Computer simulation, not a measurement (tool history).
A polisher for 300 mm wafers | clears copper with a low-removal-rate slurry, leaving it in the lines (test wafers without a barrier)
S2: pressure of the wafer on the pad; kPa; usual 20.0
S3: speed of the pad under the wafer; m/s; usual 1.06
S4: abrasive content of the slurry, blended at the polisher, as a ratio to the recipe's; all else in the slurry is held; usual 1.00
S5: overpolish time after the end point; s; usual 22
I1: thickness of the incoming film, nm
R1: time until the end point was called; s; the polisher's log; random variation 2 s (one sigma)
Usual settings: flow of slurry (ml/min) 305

Run 1, day 0.000: usual settings but S4 1.05; I1 410.3. Result: R1 137.3 s.
Run 2, day 2.629: usual settings but S4 1.05; I1 409.7. Result: R1 140.3 s.
At day 2.946: slurry blender recalibrated.
At day 3.796: slurry nozzle cleaned.
Run 3, day 5.212: usual settings but S4 1.05; I1 408.6. Result: R1 139.8 s.
Run 4, day 6.962: usual settings; I1 414.2. Result: R1 144.2 s.
At day 7.454: worn pad replaced by a new one.
At day 7.971: head pressure recalibrated.
Run 5, day 8.767: usual settings; I1 413.5. Result: R1 132.8 s.
Run 6, day 12.408: usual settings; I1 414.6. Result: R1 133.3 s.
Run 7, day 14.388: usual settings; I1 406.4. Result: R1 132.5 s.
Run 8, day 17.233: usual settings but flow of slurry (ml/min) 330; I1 415.3. Result: R1 138.8 s.
Run 9, day 19.383: usual settings but S3 0.76 m/s, S4 1.30; I1 412.5. Result: R1 170.0 s.
At day 19.696: slurry blender recalibrated.
Run 10, day 21.754: usual settings; I1 406.9. Result: R1 137.7 s.
Run 11, day 24.738: usual settings but flow of slurry (ml/min) 270, S3 1.36 m/s, S5 16 s; I1 408.1. Result: R1 114.9 s.
At day 27.742: worn pad replaced by a new one, of another model than before.
Run 12, day 27.762: usual settings but S2 24.8 kPa; I1 409.6. Result: R1 117.4 s.
Run 13, day 29.250: usual settings; I1 415.0. Result: R1 142.1 s.
Run 14, day 31.817: usual settings; I1 418.3. Result: R1 142.6 s.
Run 15, day 34.038: usual settings but S2 22.1 kPa; I1 409.5. Result: R1 131.3 s.
At day 34.875: head pressure recalibrated.
Run 16, day 36.679: usual settings but S3 0.92 m/s, S4 0.90; I1 410.2. Result: R1 145.0 s.
At day 38.471: slurry blender recalibrated.
Run 17, day 38.492: usual settings; I1 414.7. Result: R1 131.1 s.
Run 18, day 40.696: usual settings; I1 412.0. Result: R1 134.6 s.
At day 41.862: slurry nozzle cleaned.
Run 19, day 43.133: usual settings but flow of slurry (ml/min) 255, S3 1.30 m/s, S4 0.75, S5 35 s; I1 407.9. Result: R1 121.5 s.
Run 20, day 46.121: usual settings but S3 0.88 m/s, S4 0.75; I1 414.5. Result: R1 154.8 s.
At day 48.333: worn pad replaced by a new one.
Run 21, day 48.900: usual settings but S2 25.5 kPa; I1 405.5. Result: R1 110.1 s.
Run 22, day 51.462: usual settings but flow of slurry (ml/min) 375, S3 1.32 m/s; I1 414.3. Result: R1 118.8 s.
Run 23, day 53.200: usual settings; I1 415.0. Result: R1 142.4 s.
Run 24, day 54.871: usual settings but S2 13.8 kPa, S3 1.20 m/s, S4 1.10, S5 14 s; I1 412.8. Result: R1 167.5 s.
Run 25, day 56.700: usual settings but S3 1.34 m/s; I1 410.7. Result: R1 118.9 s.
Run 26, day 57.783: usual settings but S4 1.10, S5 33 s; I1 404.3. Result: R1 136.6 s.
At day 59.796: slurry blender recalibrated.
Run 27, day 60.771: usual settings but flow of slurry (ml/min) 400, S3 0.84 m/s, S5 15 s; I1 410.9. Result: R1 159.0 s.
Run 28, day 62.733: usual settings but S2 16.5 kPa, S5 17 s; I1 407.6. Result: R1 161.6 s.
At day 67.442: head pressure recalibrated.
At day 68.825: worn pad replaced by a new one.
Run 29, day 70.871: usual settings but flow of slurry (ml/min) 370, S2 25.5 kPa, S3 1.44 m/s; I1 412.8. Result: R1 89.2 s.

Forecast each of these 3 alternatives for the next run:
Run A, day 70.892: usual settings but S5 29 s; I1 406.6. Result: R1 ?.
Run B, day 70.892: usual settings but S3 1.20 m/s; I1 406.6. Result: R1 ?.
Run C, day 70.892: usual settings but S2 24.1 kPa, S4 0.80, S5 15 s; I1 406.6. Result: R1 ?.

run     R1
  A  127.4
  B  117.8
  C  114.7
Without the tool's hidden state the same runs would have given:
run     R1
  A  125.9
  B  116.3
  C  113.2
